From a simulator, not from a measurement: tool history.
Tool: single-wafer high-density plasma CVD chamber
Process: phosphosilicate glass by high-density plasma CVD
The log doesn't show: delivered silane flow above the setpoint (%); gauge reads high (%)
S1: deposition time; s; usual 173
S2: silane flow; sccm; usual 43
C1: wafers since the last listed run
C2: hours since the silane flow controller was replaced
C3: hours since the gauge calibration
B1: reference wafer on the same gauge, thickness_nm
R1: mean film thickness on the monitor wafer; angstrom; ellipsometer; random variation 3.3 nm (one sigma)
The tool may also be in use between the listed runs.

run	hour	S1	S2	C1	C2	C3	B1	R1
1	0	189	47	0	1066.1	719.9	890.373	9603.09
# hour 58.4: gauge calibrated
2	67.5	158	43	723	1133.6	9.1	889.643	7375.79
3	123.7	157	43	602	1189.8	65.3	889.701	7347.37
4	167.6	157	43	470	1233.7	109.2	889.768	7353.8
5	234.3	173	37	714	1300.4	175.9	889.889	6987.52
6	281.1	173	43	501	1347.2	222.7	889.69	8169.67
7	404.3	173	43	1319	1470.4	345.9	889.732	8126.61
8	438.8	173	43	369	1504.9	380.4	890.378	8090.04
9	481.7	173	43	459	1547.8	423.3	888.471	8101.27
10	517.5	173	43	383	1583.6	459.1	890.138	8092.1
11	572.9	173	43	593	1639	514.5	889.366	8066.69
12	602	173	43	311	1668.1	543.6	890.077	8118.5
13	646.6	173	43	477	1712.7	588.2	890.323	8162.91
14	673.3	173	43	286	1739.4	614.9	889.936	8058.91
# hour 716.6: silane flow controller replaced
15	727.7	195	43	497	11.1	669.3	888.925	8734.05
16	792.5	195	43	694	75.9	734.1	890.035	8882.2
17	830.8	163	39	410	114.2	772.4	890.311	6731.61
# hour 845.7: gauge calibrated
18	855.4	145	36	263	138.8	9.7	889.256	5502.92
19	880.6	202	39	269	164	34.9	890.546	8390.27
20	948.9	142	36	731	232.3	103.2	888.991	5426.61
21	994.2	204	41	485	277.6	148.5	890.13	8877.67
22	1063.6	173	43	743	347	217.9	890.764	7922.66
23	1128.4	173	43	694	411.8	282.7	888.855	7928
24	1194.2	182	47	704	477.6	348.5	889.854	9201.45
25	1307.8	155	38	1216	591.2	462.1	890.707	6374.04
26	1366.2	173	43	625	649.6	520.5	890.29	8108.11
27	1415.7	157	43	530	699.1	570	890.169	7229.57
28	1440.1	147	48	261	723.5	594.4	890.703	7628.41
29	1479.1	173	51	417	762.5	633.4	888.587	9591.56
30	1528	207	43	523	811.4	682.3	890.684	9639.03
31	1596.5	173	43	733	879.9	750.8	889.625	8094.31
# hour 1637: gauge calibrated
32	1653.9	198	51	614	937.3	16.9	889.179	10950.77
33	1695	149	49	440	978.4	58	888.719	7937.64

How the hidden state differs across the entries between the runs, from the last listed run before each to the first after it:
Between runs 1 and 2: gauge calibrated (hour 58.4)
  delivered silane flow above the setpoint (%): 3.25 -> 3.32
  measured less the result without the state, R1: +302.17 -> +237.08 angstrom
Between runs 14 and 15: silane flow controller replaced (hour 716.6)
  delivered silane flow above the setpoint (%): 3.69 -> 0.0873
  measured less the result without the state, R1: +287.07 -> +7.62 angstrom
Between runs 17 and 18: gauge calibrated (hour 845.7)
  delivered silane flow above the setpoint (%): 0.797 -> 0.948
  measured less the result without the state, R1: +53.25 -> +51.69 angstrom
Between runs 31 and 32: gauge calibrated (hour 1637)
  delivered silane flow above the setpoint (%): 3.41 -> 3.5
  measured less the result without the state, R1: +266.8 -> +369.82 angstrom

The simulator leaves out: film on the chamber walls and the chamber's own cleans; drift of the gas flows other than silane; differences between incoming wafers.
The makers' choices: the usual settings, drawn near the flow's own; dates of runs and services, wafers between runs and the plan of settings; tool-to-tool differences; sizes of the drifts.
